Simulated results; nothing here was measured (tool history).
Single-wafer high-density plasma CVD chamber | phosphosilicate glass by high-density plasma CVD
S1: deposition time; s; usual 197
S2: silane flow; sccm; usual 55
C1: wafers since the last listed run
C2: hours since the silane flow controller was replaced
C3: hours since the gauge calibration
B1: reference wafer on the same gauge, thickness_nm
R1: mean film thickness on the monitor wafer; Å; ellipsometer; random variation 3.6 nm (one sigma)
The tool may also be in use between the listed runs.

Run 1, hour 0: usual settings but S1 181 s, S2 50 sccm; C1 0; C2 242.8; C3 1289.1; B1 873.809. Result: R1 8053.86 Å.
Run 2, hour 68.1: usual settings; C1 604; C2 310.9; C3 1357.2; B1 874.536. Result: R1 9522.55 Å.
Run 3, hour 131.7: usual settings; C1 564; C2 374.5; C3 1420.8; B1 874.16. Result: R1 9453.43 Å.
Run 4, hour 202.2: usual settings; C1 625; C2 445; C3 1491.3; B1 873.051. Result: R1 9443.05 Å.
Run 5, hour 279.4: usual settings; C1 684; C2 522.2; C3 1568.5; B1 872.793. Result: R1 9508.79 Å.
Run 6, hour 321: usual settings; C1 369; C2 563.8; C3 1610.1; B1 871.906. Result: R1 9456.87 Å.
Run 7, hour 367.3: usual settings but S1 208 s, S2 58 sccm; C1 410; C2 610.1; C3 1656.4; B1 871.853. Result: R1 10479.58 Å.
Run 8, hour 406.1: usual settings but S1 208 s, S2 58 sccm; C1 344; C2 648.9; C3 1695.2; B1 871.13. Result: R1 10469.44 Å.
Run 9, hour 510.3: usual settings but S1 208 s, S2 58 sccm; C1 924; C2 753.1; C3 1799.4; B1 872.002. Result: R1 10456.09 Å.
Run 10, hour 608.3: usual settings but S1 179 s, S2 59 sccm; C1 869; C2 851.1; C3 1897.4; B1 870.614. Result: R1 9130.64 Å.
Run 11, hour 709.3: usual settings; C1 896; C2 952.1; C3 1998.4; B1 870.321. Result: R1 9455.84 Å.
Run 12, hour 751.8: usual settings; C1 377; C2 994.6; C3 2040.9; B1 869.186. Result: R1 9392.31 Å.
Run 13, hour 805.2: usual settings; C1 473; C2 1048; C3 2094.3; B1 871.26. Result: R1 9388.74 Å.
Run 14, hour 858.5: usual settings; C1 472; C2 1101.3; C3 2147.6; B1 870.927. Result: R1 9413.54 Å.
Run 15, hour 902.1: usual settings but S2 62 sccm; C1 386; C2 1144.9; C3 2191.2; B1 869.875. Result: R1 10380.68 Å.
Run 16, hour 960.1: usual settings but S2 62 sccm; C1 514; C2 1202.9; C3 2249.2; B1 869.013. Result: R1 10409.43 Å.
Run 17, hour 1018.7: usual settings but S2 62 sccm; C1 519; C2 1261.5; C3 2307.8; B1 868.58. Result: R1 10429.7 Å.
Run 18, hour 1101.2: usual settings; C1 731; C2 1344; C3 2390.3; B1 871.066. Result: R1 9443.28 Å.
Run 19, hour 1185.2: usual settings; C1 745; C2 1428; C3 2474.3; B1 868.677. Result: R1 9418.82 Å.
Run 20, hour 1245.2: usual settings; C1 532; C2 1488; C3 2534.3; B1 867.766. Result: R1 9440.84 Å.
Run 21, hour 1328.6: usual settings but S2 63 sccm; C1 739; C2 1571.4; C3 2617.7; B1 868.069. Result: R1 10570.02 Å.
Run 22, hour 1422.3: usual settings but S2 63 sccm; C1 831; C2 1665.1; C3 2711.4; B1 866.787. Result: R1 10534.11 Å.
Run 23, hour 1509.5: usual settings but S1 224 s, S2 60 sccm; C1 773; C2 1752.3; C3 2798.6; B1 866.74. Result: R1 11578.67 Å.
Run 24, hour 1563.8: usual settings but S1 160 s; C1 481; C2 1806.6; C3 2852.9; B1 868.622. Result: R1 7607.16 Å.
At hour 1633.4: silane flow controller replaced.
Run 25, hour 1658.3: usual settings but S1 187 s, S2 47 sccm; C1 767; C2 24.9; C3 2947.4; B1 865.354. Result: R1 7838.21 Å.
Run 26, hour 1714.1: usual settings but S2 46 sccm; C1 495; C2 80.7; C3 3003.2; B1 866.597. Result: R1 8141.07 Å.
Run 27, hour 1815: usual settings; C1 895; C2 181.6; C3 3104.1; B1 864.148. Result: R1 9383.38 Å.
Run 28, hour 1874.6: usual settings but S1 215 s, S2 50 sccm; C1 528; C2 241.2; C3 3163.7; B1 867.421. Result: R1 9525.71 Å.
Run 29, hour 1981.3: usual settings but S2 45 sccm; C1 946; C2 347.9; C3 3270.4; B1 866.466. Result: R1 7949.08 Å.

Run 30 comes next. What will it give?
Run 30, hour 2079.5: usual settings but S1 224 s, S2 64 sccm; C1 871; C2 446.1; C3 3368.6; B1 ?. Result: R1 ?.

B1: 864.988
R1: 12065.28 Å
Without the tool's hidden state the same run would have given R1 12307.36 Å.
